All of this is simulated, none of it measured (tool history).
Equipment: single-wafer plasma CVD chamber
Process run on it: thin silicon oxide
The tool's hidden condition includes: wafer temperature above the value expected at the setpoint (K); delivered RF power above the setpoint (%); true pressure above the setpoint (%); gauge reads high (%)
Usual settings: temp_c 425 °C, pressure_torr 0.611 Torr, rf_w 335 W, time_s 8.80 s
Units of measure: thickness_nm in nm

run,day,temp_c,pressure_torr,rf_w,time_s,wafers since the last listed run,hours since the last thermocouple change,hours since the last RF generator calibration,hours since the last manometer calibration,hours since the showerhead was replaced,hours since the gauge calibration,"read-back reference wafer on the same gauge, thickness_nm",thickness_nm
1,0.000,425,0.611,295,8.80,0,417.1,893.9,462.6,6559.4,945.1,13.708,11.230
2,1.496,425,0.611,295,8.80,857,453.0,929.8,498.5,6595.3,981.0,13.720,11.235
3,3.779,425,0.611,300,8.80,1309,507.8,984.6,553.3,6650.1,1035.8,13.710,11.266
4,6.167,425,0.611,300,8.80,1368,565.1,1041.9,610.6,6707.4,1093.1,13.688,11.299
5,7.308,425,0.611,300,8.80,654,592.5,1069.3,638.0,6734.8,1120.5,13.708,11.245
6,9.129,425,0.611,335,8.80,1043,636.2,1113.0,681.7,6778.5,1164.2,13.695,11.689
# day 9.571: gauge calibrated
7,11.888,425,0.611,335,8.80,1581,702.4,1179.2,747.9,6844.7,55.6,13.687,11.760
8,14.312,425,0.611,335,8.80,1390,760.6,1237.4,806.1,6902.9,113.8,13.708,11.685
9,15.696,425,0.611,335,8.80,793,793.8,1270.6,839.3,6936.1,147.0,13.688,11.695
# day 16.933: showerhead replaced
10,18.508,425,0.611,290,8.80,1421,861.3,1338.1,906.8,37.8,214.5,13.684,11.037
11,20.262,436,0.721,375,9.45,1005,903.4,1380.2,948.9,79.9,256.6,13.704,15.050
12,21.392,431,0.740,380,10.45,647,930.5,1407.3,976.0,107.0,283.7,13.706,17.163
13,22.892,430,0.569,275,10.02,859,966.5,1443.3,1012.0,143.0,319.7,13.696,11.459
14,24.238,421,0.611,300,8.80,771,998.8,1475.6,1044.3,175.3,352.0,13.693,11.147

Estimate the outcome of run 15 from the log above:
# day 24.704: thermocouple changed; heater temperature recalibrated
15,26.333,425,0.611,335,8.80,1010,39.1,1525.9,1094.6,225.6,402.3,?,?

Run 15 yielded read-back reference wafer on the same gauge, thickness_nm 13.699, thickness_nm 11.694 nm.
Minus the tool's unlogged condition, the same run would have read thickness_nm 12.401 nm.
